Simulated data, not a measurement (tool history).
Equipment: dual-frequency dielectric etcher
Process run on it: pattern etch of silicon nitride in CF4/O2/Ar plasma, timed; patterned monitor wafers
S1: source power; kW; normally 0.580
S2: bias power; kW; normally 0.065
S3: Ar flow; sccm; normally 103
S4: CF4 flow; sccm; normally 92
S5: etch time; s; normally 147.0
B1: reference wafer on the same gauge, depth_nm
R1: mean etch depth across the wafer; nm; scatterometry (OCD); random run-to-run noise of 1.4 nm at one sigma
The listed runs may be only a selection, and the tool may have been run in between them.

Run 1, hour 0.0: usual settings but S2 0.056 kW, S3 119 sccm; B1 412.9. Result: R1 314.6 nm.
Run 2, hour 26.4: usual settings but S3 127 sccm, S4 83 sccm, S5 183.5 s; B1 413.1. Result: R1 408.5 nm.
Run 3, hour 70.6: usual settings; B1 413.2. Result: R1 336.9 nm.
At hour 99.0: source power generator calibrated.
At hour 113.5: wet clean of the chamber.
Run 4, hour 114.0: usual settings; B1 413.0. Result: R1 348.4 nm.
Run 5, hour 122.7: usual settings but S1 0.500 kW; B1 412.9. Result: R1 298.0 nm.
Run 6, hour 134.9: usual settings but S1 0.540 kW, S2 0.059 kW, S3 122 sccm, S5 132.0 s; B1 412.6. Result: R1 273.8 nm.
Run 7, hour 155.6: usual settings but S5 112.5 s; B1 413.2. Result: R1 267.5 nm.
Run 8, hour 169.6: usual settings; B1 413.0. Result: R1 347.4 nm.
Run 9, hour 200.6: usual settings but S1 0.540 kW, S2 0.055 kW, S5 171.0 s; B1 412.9. Result: R1 352.8 nm.
Run 10, hour 225.0: usual settings; B1 413.1. Result: R1 345.0 nm.
Run 11, hour 254.9: usual settings but S3 90 sccm; B1 412.9. Result: R1 349.9 nm.
Run 12, hour 272.7: usual settings but S4 113 sccm; B1 413.1. Result: R1 357.6 nm.
Run 13, hour 287.4: usual settings but S5 135.0 s; B1 413.2. Result: R1 322.7 nm.
Run 14, hour 300.3: usual settings but S3 80 sccm; B1 413.3. Result: R1 354.2 nm.
Run 15, hour 317.2: usual settings but S3 126 sccm; B1 413.0. Result: R1 342.6 nm.
Run 16, hour 331.8: usual settings but S1 0.620 kW, S3 84 sccm; B1 413.3. Result: R1 375.6 nm.
Run 17, hour 345.2: usual settings but S5 167.5 s; B1 413.0. Result: R1 396.8 nm.
Run 18, hour 380.1: usual settings but S3 92 sccm, S5 131.5 s; B1 413.0. Result: R1 312.2 nm.
Run 19, hour 397.0: usual settings; B1 412.8. Result: R1 346.8 nm.
Run 20, hour 430.2: usual settings; B1 413.0. Result: R1 344.4 nm.
At hour 450.1: gauge calibrated.
Run 21, hour 459.0: usual settings but S3 115 sccm; B1 413.4. Result: R1 342.6 nm.
At hour 498.9: wet clean of the chamber.
Run 22, hour 499.4: usual settings but S2 0.074 kW, S5 159.0 s; B1 413.6. Result: R1 397.0 nm.

Branching from run 22: 3 alternative next runs. What would each branch give?
Run A, hour 499.9: usual settings; B1 ?. Result: R1 ?.
Run B, hour 499.9: usual settings but S2 0.080 kW, S5 128.5 s; B1 ?. Result: R1 ?.
Run C, hour 499.9: usual settings but S1 0.470 kW, S2 0.075 kW, S5 120.0 s; B1 ?. Result: R1 ?.

run     B1     R1
  A  412.6  345.9
  B  412.6  329.3
  C  412.6  239.3
Without the tool's unlogged condition, the same runs would have read:
run     R1
  A  347.3
  B  330.6
  C  240.2
